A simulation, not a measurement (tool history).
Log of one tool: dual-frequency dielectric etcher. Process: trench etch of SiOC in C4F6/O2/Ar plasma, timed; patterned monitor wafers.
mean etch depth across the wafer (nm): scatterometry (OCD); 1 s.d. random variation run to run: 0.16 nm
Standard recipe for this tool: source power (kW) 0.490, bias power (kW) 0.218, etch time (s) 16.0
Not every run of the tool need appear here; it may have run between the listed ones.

run,day,source power (kW),bias power (kW),etch time (s),wafers since the last listed run,hours since the last wet clean,hours since the last source power generator calibration,hours since the last bias power generator calibration,hours since the last upper electrode change,hours since the gauge calibration,"read-back reference wafer on the same gauge, depth_nm",mean etch depth across the wafer (nm)
1,0.000,0.490,0.218,16.0,0,397.6,2795.5,3494.1,4993.9,72.6,32.18,34.47
2,0.308,0.540,0.218,16.0,146,405.0,2802.9,3501.5,5001.3,80.0,32.19,35.79
3,0.921,0.540,0.218,16.0,291,419.7,2817.6,3516.2,5016.0,94.7,32.18,35.28
4,1.525,0.540,0.218,16.0,287,434.2,2832.1,3530.7,5030.5,109.2,32.22,35.39
# day 2.817: upper electrode replaced
# day 3.050: wet clean of the chamber
5,3.071,0.490,0.184,16.0,149,0.5,2869.2,3567.8,6.1,146.3,32.20,33.92
6,3.083,0.490,0.184,16.0,5,0.8,2869.5,3568.1,6.4,146.6,32.23,33.91
7,3.100,0.490,0.218,16.0,7,1.2,2869.9,3568.5,6.8,147.0,32.18,35.50
8,3.246,0.490,0.218,16.0,69,4.7,2873.4,3572.0,10.3,150.5,32.19,35.43
# day 3.408: gauge calibrated
# day 3.838: bias power generator calibrated
9,3.858,0.610,0.218,12.5,212,19.4,2888.1,0.5,25.0,10.8,32.19,29.93
# day 4.054: source power generator calibrated
10,4.188,0.550,0.237,17.5,77,27.3,3.2,8.4,32.9,18.7,32.16,41.12
11,4.629,0.490,0.258,16.0,210,37.9,13.8,19.0,43.5,29.3,32.22,37.44
12,5.121,0.590,0.198,11.0,234,49.7,25.6,30.8,55.3,41.1,32.19,25.18
13,5.438,0.490,0.218,16.0,150,57.3,33.2,38.4,62.9,48.7,32.16,35.30
14,6.100,0.550,0.243,19.0,315,73.2,49.1,54.3,78.8,64.6,32.23,44.71
15,7.521,0.420,0.263,20.5,676,107.3,83.2,88.4,112.9,98.7,32.19,44.88
16,7.929,0.490,0.184,16.0,194,117.1,93.0,98.2,122.7,108.5,32.22,33.42

What if the next run were any one of these 4? Each begins from the tool's condition after run 16:
A,7.946,0.460,0.218,16.0,7,117.5,93.4,98.6,123.1,108.9,?,?
B,7.946,0.490,0.218,13.5,7,117.5,93.4,98.6,123.1,108.9,?,?
C,7.946,0.490,0.201,13.5,7,117.5,93.4,98.6,123.1,108.9,?,?
D,7.946,0.610,0.218,16.0,7,117.5,93.4,98.6,123.1,108.9,?,?

run,"read-back reference wafer on the same gauge, depth_nm",mean etch depth across the wafer (nm)
A,32.22,34.50
B,32.22,29.72
C,32.22,29.08
D,32.22,37.90
With the hidden condition removed and each run's random variation left untouched, the same runs would have given:
run,mean etch depth across the wafer (nm)
A,35.42
B,30.51
C,29.86
D,38.92
